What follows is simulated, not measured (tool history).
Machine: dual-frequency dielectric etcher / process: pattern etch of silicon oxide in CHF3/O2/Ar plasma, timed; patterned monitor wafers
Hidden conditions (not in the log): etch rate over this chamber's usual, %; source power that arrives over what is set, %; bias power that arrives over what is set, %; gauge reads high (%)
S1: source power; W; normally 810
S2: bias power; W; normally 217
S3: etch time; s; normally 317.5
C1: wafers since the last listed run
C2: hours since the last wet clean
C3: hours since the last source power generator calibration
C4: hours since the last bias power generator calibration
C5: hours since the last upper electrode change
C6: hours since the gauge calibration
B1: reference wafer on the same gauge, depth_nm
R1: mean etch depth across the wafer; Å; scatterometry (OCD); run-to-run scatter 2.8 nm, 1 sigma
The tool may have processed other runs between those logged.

run	day	S1	S2	S3	C1	C2	C3	C4	C5	C6	B1	R1
1	0	810	217	317.5	0	14.7	1165.5	3623.4	1753.9	2345.9	676.9	7713
2	1.396	810	217	317.5	186	48.2	1199	3656.9	1787.4	2379.4	676	7717
3	3.117	930	230	317.5	229	89.5	1240.3	3698.2	1828.7	2420.7	677	8559
# day 3.646: bias power generator calibrated
4	4.296	930	230	317.5	135	117.8	1268.6	15.6	1857	2449	677	8495
5	5.358	810	217	317.5	141	143.3	1294.1	41.1	1882.5	2474.5	676.5	7695
6	7.029	810	217	317.5	223	183.4	1334.2	81.2	1922.6	2514.6	677.4	7737
# day 7.812: source power generator calibrated
7	9.508	810	217	317.5	308	242.9	40.7	140.7	1982.1	2574.1	676.4	7613
8	12.029	810	217	317.5	336	303.4	101.2	201.2	2042.6	2634.6	677.1	7637
9	13.554	810	217	317.5	203	340	137.8	237.8	2079.2	2671.2	676.8	7661
10	16.538	810	268	317.5	398	411.6	209.4	309.4	2150.8	2742.8	676.5	8091
11	18.15	810	217	317.5	215	450.3	248.1	348.1	2189.5	2781.5	677.2	7616
# day 18.171: gauge calibrated
12	19.638	810	217	317.5	198	486	283.8	383.8	2225.2	35.2	677.1	7637
# day 21.567: wet clean of the chamber
13	21.954	890	256	317.5	175	9.3	339.4	439.4	2280.8	90.8	678.2	8430
14	24.521	610	217	317.5	342	70.9	401	501	2342.4	152.4	677.7	6322
15	26.908	750	194	261.5	318	128.2	458.3	558.3	2399.7	209.7	676.1	5827
16	28.846	680	267	233	258	174.7	504.8	604.8	2446.2	256.2	676.7	5352
17	31.183	810	217	317.5	312	230.8	560.9	660.9	2502.3	312.3	677	7686
18	32.979	810	217	317.5	239	273.9	604	704	2545.4	355.4	677.2	7655
19	34.554	890	256	317.5	210	311.7	641.8	741.8	2583.2	393.2	678.6	8467
20	36.558	880	232	317.5	267	359.8	689.9	789.9	2631.3	441.3	676.9	8202
# day 40.921: upper electrode replaced
21	42.608	670	217	317.5	674	505	835.1	935.1	40.5	586.5	676	6799
# day 44.567: wet clean of the chamber
22	44.592	660	241	284	131	0.6	882.7	982.7	88.1	634.1	677.2	6253
23	46.729	810	217	317.5	285	51.9	934	1034	139.4	685.4	676.7	7719
24	48.696	610	234	317.5	262	99.1	981.2	1081.2	186.6	732.6	676.8	6539
25	51.442	810	217	277	366	165	1047.1	1147.1	252.5	798.5	676.7	6759
26	54.271	660	190	232.5	377	232.9	1115	1215	320.4	866.4	677.1	4800
27	55.708	810	217	317.5	191	267.4	1149.5	1249.5	354.9	900.9	676.7	7783
28	57.321	810	246	317.5	215	306.1	1188.2	1288.2	393.6	939.6	678	8059
29	58.633	810	217	317.5	175	337.6	1219.7	1319.7	425.1	971.1	677.5	7787
30	61.317	810	269	317.5	358	402	1284.1	1384.1	489.5	1035.5	676.4	8256

4 options for the next run, each taken on its own from the tool as it stands now. Forecast them:
A	61.338	810	217	317.5	2	402.5	1284.6	1384.6	490	1036	?	?
B	61.338	1000	194	390.5	2	402.5	1284.6	1384.6	490	1036	?	?
C	61.338	690	265	402	2	402.5	1284.6	1384.6	490	1036	?	?
D	61.338	940	217	239	2	402.5	1284.6	1384.6	490	1036	?	?

run	B1	R1
A	677.6	7817
B	677.6	10541
C	677.6	9467
D	677.6	6421
Stripped of hidden state, with their random variation kept, the same runs would have yielded:
run	R1
A	7639
B	10298
C	9255
D	6274
